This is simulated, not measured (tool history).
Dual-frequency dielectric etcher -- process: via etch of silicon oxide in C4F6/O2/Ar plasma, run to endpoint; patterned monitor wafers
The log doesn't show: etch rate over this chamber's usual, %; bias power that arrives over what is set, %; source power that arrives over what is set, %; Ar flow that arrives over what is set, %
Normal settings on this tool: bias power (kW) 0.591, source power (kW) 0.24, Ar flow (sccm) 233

run     day  bias power (kW)  source power (kW)  Ar flow (sccm)  wafers since the last listed run  hours since the last wet clean  hours since the last bias power generator calibration  hours since the last source power generator calibration  hours since the last Ar flow controller change  hours since the last upper electrode change  incoming incoming film thickness, nm  endpoint time (s)
  1       0            0.591               0.24             233                                 0                           455.4                                                 2610.4                                                   3428.8                                            2405                                       2641.8                                 133.1               34.6
  2    1.65            0.591               0.24             206                               530                             495                                                   2650                                                   3468.4                                          2444.6                                       2681.4                                 130.8               33.7
      4.538  -- wet clean of the chamber
  3   4.558            0.685               0.24             202                               613                             0.5                                                 2719.8                                                   3538.2                                          2514.4                                       2751.2                                 132.1               30.6
  4   5.217            0.685               0.24             202                               211                            16.3                                                 2735.6                                                     3554                                          2530.2                                         2767                                   131               30.7
  5   7.771            0.591               0.24             233                               821                            77.6                                                 2796.9                                                   3615.3                                          2591.5                                       2828.3                                 131.1               32.7
  6   9.875            0.501               0.21             199                               676                           128.1                                                 2847.4                                                   3665.8                                            2642                                       2878.8                                 130.7               37.4
  7  11.192            0.591               0.24             233                               423                           159.7                                                   2879                                                   3697.4                                          2673.6                                       2910.4                                 132.1               33.4
     12.512  -- bias power generator calibrated
  8  12.704            0.591               0.24             233                               432                             196                                                    4.6                                                   3733.7                                          2709.9                                       2946.7                                 130.8               33.1
  9  14.992            0.591               0.27             274                               735                           250.9                                                   59.5                                                   3788.6                                          2764.8                                       3001.6                                 130.6               31.9
 10  16.854            0.591               0.24             233                               599                           295.6                                                  104.2                                                   3833.3                                          2809.5                                       3046.3                                 131.3               33.4
 11  18.671            0.591               0.24             233                               584                           339.2                                                  147.8                                                   3876.9                                          2853.1                                       3089.9                                 130.4               33.5
 12  21.392            0.591               0.24             233                               875                           404.5                                                  213.1                                                   3942.2                                          2918.4                                       3155.2                                   131               33.8
 13  24.367            0.591               0.24             272                               956                           475.9                                                  284.5                                                   4013.6                                          2989.8                                       3226.6                                 132.6               34.8
     26.171  -- wet clean of the chamber
     27.283  -- upper electrode replaced
 14  27.304            0.448               0.19             189                               301                            27.2                                                    355                                                   4084.1                                          3060.3                                          0.5                                 131.3                 41
 15  28.446            0.591               0.24             215                               367                            54.6                                                  382.4                                                   4111.5                                          3087.7                                         27.9                                 131.6                 33
 16  29.517            0.673               0.27             198                               344                            80.3                                                  408.1                                                   4137.2                                          3113.4                                         53.6                                 130.4               29.1
 17  31.696            0.591               0.24             233                               700                           132.6                                                  460.4                                                   4189.5                                          3165.7                                        105.9                                 131.3               33.4
     32.671  -- source power generator calibrated
     32.717  -- Ar flow controller replaced
 18  33.254            0.637               0.26             233                               432                             170                                                  497.8                                                       14                                            12.9                                        143.3                                 131.2                 32
 19  38.742            0.452               0.27             204                              1765                           301.7                                                  629.5                                                    145.7                                           144.6                                          275                                 130.3               36.3
 20  39.992            0.471                0.2             233                               402                           331.7                                                  659.5                                                    175.7                                           174.6                                          305                                 132.2                 42
 21  41.112            0.704               0.28             233                               360                           358.6                                                  686.4                                                    202.6                                           201.5                                        331.9                                   131                 30
 22  43.488            0.591               0.24             185                               763                           415.6                                                  743.4                                                    259.6                                           258.5                                        388.9                                 132.2               34.7
 23  45.554            0.591               0.24             196                               664                           465.2                                                    793                                                    309.2                                           308.1                                        438.5                                 130.9               34.5
 24  48.104            0.591               0.24             202                               820                           526.4                                                  854.2                                                    370.4                                           369.3                                        499.7                                 131.8               35.1
     49.879  -- wet clean of the chamber
 25    49.9            0.673               0.24             196                               255                             0.5                                                  897.3                                                    413.5                                           412.4                                        542.8                                   131               31.2
 26  51.967            0.452               0.27             261                               664                            50.1                                                  946.9                                                    463.1                                             462                                        592.4                                 131.9               36.3
 27  53.358            0.591               0.24             254                               447                            83.5                                                  980.3                                                    496.5                                           495.4                                        625.8                                 130.8               33.7
 28  54.988            0.591               0.24             189                               524                           122.6                                                 1019.4                                                    535.6                                           534.5                                        664.9                                 130.8               33.3

Alternative continuations, all from the tool just after run 28; predict every row:
  A  55.004            0.591               0.24             233                                 5                             123                                                 1019.8                                                      536                                           534.9                                        665.3                                 132.4                  ?
  B  55.004             0.68               0.29             213                                 5                             123                                                 1019.8                                                      536                                           534.9                                        665.3                                 132.4                  ?
  C  55.004             0.64               0.24             272                                 5                             123                                                 1019.8                                                      536                                           534.9                                        665.3                                 132.4                  ?
  D  55.004            0.591               0.21             277                                 5                             123                                                 1019.8                                                      536                                           534.9                                        665.3                                 132.4                  ?
  E  55.004            0.591                0.3             261                                 5                             123                                                 1019.8                                                      536                                           534.9                                        665.3                                 132.4                  ?

run  endpoint time (s)
  A               34.2
  B               29.3
  C               33.4
  D               36.9
  E               31.1
Had the tool no hidden state, the same runs would have come out as:
run  endpoint time (s)
  A               34.1
  B               29.2
  C               33.3
  D               36.8
  E                 31
